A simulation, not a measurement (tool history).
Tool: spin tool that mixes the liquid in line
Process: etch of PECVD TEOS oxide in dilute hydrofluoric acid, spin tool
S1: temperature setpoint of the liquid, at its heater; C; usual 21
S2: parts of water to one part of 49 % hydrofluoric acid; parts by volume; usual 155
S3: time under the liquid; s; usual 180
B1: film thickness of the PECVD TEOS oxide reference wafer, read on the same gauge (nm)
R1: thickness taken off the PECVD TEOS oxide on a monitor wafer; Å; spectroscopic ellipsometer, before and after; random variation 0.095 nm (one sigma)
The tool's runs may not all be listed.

run 1 hour=0 | S1=21 S2=155 S3=180 | B1=130.01 | R1=188.4
run 2 hour=48.2 | S1=21 S2=155 S3=180 | B1=130.01 | R1=186.1
run 3 hour=80.7 | S1=21 S2=155 S3=180 | B1=130 | R1=189.9
run 4 hour=140.8 | S1=21 S2=155 S3=180 | B1=130 | R1=187.4
run 5 hour=180.3 | S1=21 S2=155 S3=245 | B1=129.99 | R1=255.5
run 6 hour=228.1 | S1=21 S2=155 S3=180 | B1=129.99 | R1=189.3
run 7 hour=276.4 | S1=21 S2=155 S3=255 | B1=129.99 | R1=268
run 8 hour=304.1 | S1=21 S2=155 S3=255 | B1=130.02 | R1=267.5
-- hour=331.3 hydrofluoric acid flow meter replaced
run 9 hour=365.5 | S1=21 S2=155 S3=255 | B1=130 | R1=267.4
run 10 hour=406.3 | S1=21 S2=155 S3=180 | B1=130.01 | R1=190.8
run 11 hour=435.1 | S1=21 S2=155 S3=180 | B1=130.03 | R1=190.3
run 12 hour=498.5 | S1=21 S2=155 S3=265 | B1=130 | R1=280
run 13 hour=555.6 | S1=21 S2=155 S3=180 | B1=130.01 | R1=188.8
run 14 hour=626.9 | S1=18.5 S2=120 S3=140 | B1=130.04 | R1=179.5
run 15 hour=686.1 | S1=17 S2=155 S3=150 | B1=130 | R1=136.1
-- hour=704.6 thermometer replaced
run 16 hour=754.8 | S1=23 S2=155 S3=235 | B1=130.01 | R1=257.4
run 17 hour=790 | S1=21 S2=110 S3=270 | B1=129.97 | R1=400.9
-- hour=798.5 gauge calibrated
-- hour=806.7 hydrofluoric acid flow meter replaced
run 18 hour=840.4 | S1=21 S2=200 S3=180 | B1=130 | R1=133.2
run 19 hour=871 | S1=21 S2=190 S3=115 | B1=130.02 | R1=91
run 20 hour=895.9 | S1=21 S2=155 S3=180 | B1=129.98 | R1=181.8
run 21 hour=960.1 | S1=17 S2=100 S3=105 | B1=130 | R1=147.2
run 22 hour=997.9 | S1=21 S2=155 S3=180 | B1=130.02 | R1=181.5
run 23 hour=1047.6 | S1=23 S2=155 S3=235 | B1=129.98 | R1=256.5
run 24 hour=1081.7 | S1=21 S2=105 S3=180 | B1=130 | R1=285.5
run 25 hour=1118.4 | S1=23 S2=155 S3=110 | B1=130.02 | R1=121.1
run 26 hour=1148 | S1=19 S2=155 S3=180 | B1=130 | R1=168.5
run 27 hour=1186.6 | S1=21 S2=155 S3=180 | B1=129.98 | R1=182.9
run 28 hour=1219.5 | S1=21 S2=155 S3=115 | B1=130.01 | R1=116.3
run 29 hour=1250.8 | S1=21 S2=155 S3=180 | B1=130 | R1=182.8
run 30 hour=1301.8 | S1=17 S2=80 S3=90 | B1=130 | R1=163.5
-- hour=1313.7 hydrofluoric acid flow meter replaced
run 31 hour=1362.2 | S1=24 S2=205 S3=275 | B1=130.02 | R1=223.6
run 32 hour=1389 | S1=21 S2=155 S3=180 | B1=129.97 | R1=181.7
run 33 hour=1452.7 | S1=21 S2=155 S3=180 | B1=129.99 | R1=184.1
run 34 hour=1491.1 | S1=21 S2=200 S3=85 | B1=130 | R1=64.2

The tool's hidden state at each run:
hydrofluoric acid flow below the setpoint (%): 0 in every run
gauge reads high (%): 0 in every run
H1: liquid hotter than its thermometer reads (K)
run=1 H1=1.13
run=2 H1=1.16
run=3 H1=1.18
run=4 H1=1.22
run=5 H1=1.24
run=6 H1=1.27
run=7 H1=1.3
run=8 H1=1.31
run=9 H1=1.35
run=10 H1=1.37
run=11 H1=1.39
run=12 H1=1.43
run=13 H1=1.46
run=14 H1=1.51
run=15 H1=1.54
run=16 H1=0.126
run=17 H1=0.147
run=18 H1=0.177
run=19 H1=0.195
run=20 H1=0.21
run=21 H1=0.248
run=22 H1=0.271
run=23 H1=0.3
run=24 H1=0.32
run=25 H1=0.342
run=26 H1=0.36
run=27 H1=0.383
run=28 H1=0.403
run=29 H1=0.421
run=30 H1=0.452
run=31 H1=0.488
run=32 H1=0.503
run=33 H1=0.541
run=34 H1=0.564

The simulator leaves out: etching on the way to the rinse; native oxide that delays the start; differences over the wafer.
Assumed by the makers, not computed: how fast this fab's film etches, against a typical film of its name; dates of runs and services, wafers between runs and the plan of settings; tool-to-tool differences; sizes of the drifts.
